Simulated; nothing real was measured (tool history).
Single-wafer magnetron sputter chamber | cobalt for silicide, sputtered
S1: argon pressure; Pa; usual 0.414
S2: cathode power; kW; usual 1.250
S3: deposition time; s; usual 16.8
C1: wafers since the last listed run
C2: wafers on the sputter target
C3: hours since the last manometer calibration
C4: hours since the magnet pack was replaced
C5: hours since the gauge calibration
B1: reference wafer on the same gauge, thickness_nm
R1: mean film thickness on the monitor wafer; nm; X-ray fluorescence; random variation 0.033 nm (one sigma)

run,day,S1,S2,S3,C1,C2,C3,C4,C5,B1,R1
1,0.000,0.414,1.250,16.8,0,6206,1843.9,3817.8,22.7,11.103,11.492
# day 1.708: sputter target and shields replaced
2,2.779,0.414,1.250,16.8,1705,746,1910.6,3884.5,89.4,11.101,11.767
3,3.942,0.414,1.250,16.8,810,1557,1938.5,3912.4,117.3,11.090,11.736
4,5.108,0.414,1.250,16.8,813,2371,1966.5,3940.4,145.3,11.099,11.664
5,8.896,0.414,1.250,16.8,2641,5013,2057.4,4031.3,236.2,11.103,11.513
# day 10.571: sputter target and shields replaced
6,11.067,0.414,1.250,16.8,1281,344,2109.5,4083.4,288.3,11.102,11.758
7,12.642,0.414,1.250,16.8,1098,1443,2147.3,4121.2,326.1,11.096,11.635
8,13.700,0.289,1.250,16.8,738,2181,2172.7,4146.6,351.5,11.099,12.223
9,16.021,0.414,1.250,16.8,1618,3799,2228.4,4202.3,407.2,11.095,11.561
# day 18.883: sputter target and shields replaced
10,24.783,0.414,1.250,16.8,5879,4116,2438.7,4412.6,617.5,11.098,11.593
11,26.358,0.414,1.250,18.9,1098,5214,2476.5,4450.4,655.3,11.104,13.009
# day 28.462: sputter target and shields replaced
# day 28.900: magnet pack replaced
12,30.954,0.414,1.250,16.8,2740,1503,2586.8,49.3,765.6,11.098,11.781
# day 31.179: gauge calibrated
13,33.375,0.357,1.000,16.8,1688,3192,2644.9,107.4,52.7,11.098,9.528
14,34.396,0.311,1.450,20.1,711,3904,2669.4,131.9,77.2,11.094,16.771
15,36.538,0.318,1.050,14.1,1493,5398,2720.8,183.3,128.6,11.106,8.437
# day 38.150: capacitance manometer re-zeroed and calibrated
16,38.412,0.414,1.050,16.8,1075,6473,6.3,228.3,173.6,11.102,9.294
# day 39.200: sputter target and shields replaced
17,39.629,0.414,1.550,14.2,616,299,35.5,257.5,202.8,11.096,12.041
18,41.467,0.414,1.000,16.8,1281,1581,79.6,301.6,246.9,11.099,9.082
19,43.058,0.414,1.250,15.1,1110,2691,117.8,339.8,285.1,11.099,10.207
20,45.575,0.414,1.250,16.8,1755,4446,178.2,400.2,345.5,11.094,11.284
21,48.292,0.333,1.050,15.7,1894,6341,243.4,465.4,410.7,11.104,9.141

Forecast each of these 4 alternatives for the next run:
A,48.308,0.335,1.250,16.8,11,6353,243.8,465.8,411.1,?,?
B,48.308,0.321,1.250,14.8,11,6353,243.8,465.8,411.1,?,?
C,48.308,0.538,1.350,16.8,11,6353,243.8,465.8,411.1,?,?
D,48.308,0.414,1.400,19.0,11,6353,243.8,465.8,411.1,?,?

run,B1,R1
A,11.100,11.590
B,11.100,10.282
C,11.100,11.324
D,11.100,14.113
Without the tool's hidden state the same runs would have given:
run,R1
A,11.897
B,10.559
C,11.554
D,14.452

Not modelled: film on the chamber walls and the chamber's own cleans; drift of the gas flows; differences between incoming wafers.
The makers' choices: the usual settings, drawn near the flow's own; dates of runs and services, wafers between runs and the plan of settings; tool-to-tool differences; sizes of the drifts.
